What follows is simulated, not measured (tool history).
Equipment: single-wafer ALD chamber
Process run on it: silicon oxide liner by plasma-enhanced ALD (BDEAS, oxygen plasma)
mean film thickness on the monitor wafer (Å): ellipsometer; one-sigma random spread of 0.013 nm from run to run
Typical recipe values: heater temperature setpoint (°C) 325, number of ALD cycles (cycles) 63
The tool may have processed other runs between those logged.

run,hour,heater temperature setpoint (°C),number of ALD cycles (cycles),wafers since the last listed run,hours since the last thermocouple change,hours since the gauge calibration,"read-back reference wafer on the same gauge, thickness_nm",mean film thickness on the monitor wafer (Å)
1,0,314,73,0,957,222,5.692,60.26
2,65.6,314,73,429,1022.6,287.6,5.678,59.81
3,133.5,314,73,444,1090.5,355.5,5.669,59.61
4,177.4,325,63,287,1134.4,399.4,5.663,50.63
5,221.1,325,56,286,1178.1,443.1,5.657,44.74
6,279.7,335,63,383,1236.7,501.7,5.642,49.54
7,334.9,335,63,361,1291.9,556.9,5.623,49.5
8,393.7,319,63,385,1350.7,615.7,5.606,50.62
# hour 416.3: thermocouple changed; heater temperature recalibrated
9,439.8,319,63,249,23.5,661.8,5.601,50.52
10,491.7,325,63,339,75.4,713.7,5.582,49.72
# hour 502.6: gauge calibrated
11,532.6,325,63,267,116.3,30,5.69,50.73
12,601.4,325,57,450,185.1,98.8,5.689,45.73
13,670.6,325,59,453,254.3,168,5.692,47.48
14,722.9,325,63,342,306.6,220.3,5.686,50.74
15,755.4,333,72,212,339.1,252.8,5.676,57.31
16,812.9,319,70,376,396.6,310.3,5.667,56.7
17,849.5,325,63,239,433.2,346.9,5.666,50.69
18,902.9,315,63,349,486.6,400.3,5.656,51.18
19,947.7,329,51,293,531.4,445.1,5.647,40.64
20,1055.5,325,63,706,639.2,552.9,5.621,50.18
21,1079.8,337,63,159,663.5,577.2,5.616,49.07

Describe how what the log doesn't record of the tool's condition differs between the last listed run preceding each entry between runs and the first listed run following it.
Logged between run 8 and run 9: thermocouple changed; heater temperature recalibrated (hour 416.3)
  gauge reads high (%): -1.74 -> -1.99
  the result without the hidden state subtracted from the measured one, mean film thickness on the monitor wafer (Å): -0.9 -> -1.03
Logged between run 10 and run 11: gauge calibrated (hour 502.6)
  gauge reads high (%): -2.3 -> -0.282
  the result without the hidden state subtracted from the measured one, mean film thickness on the monitor wafer (Å): -1.17 -> -0.14
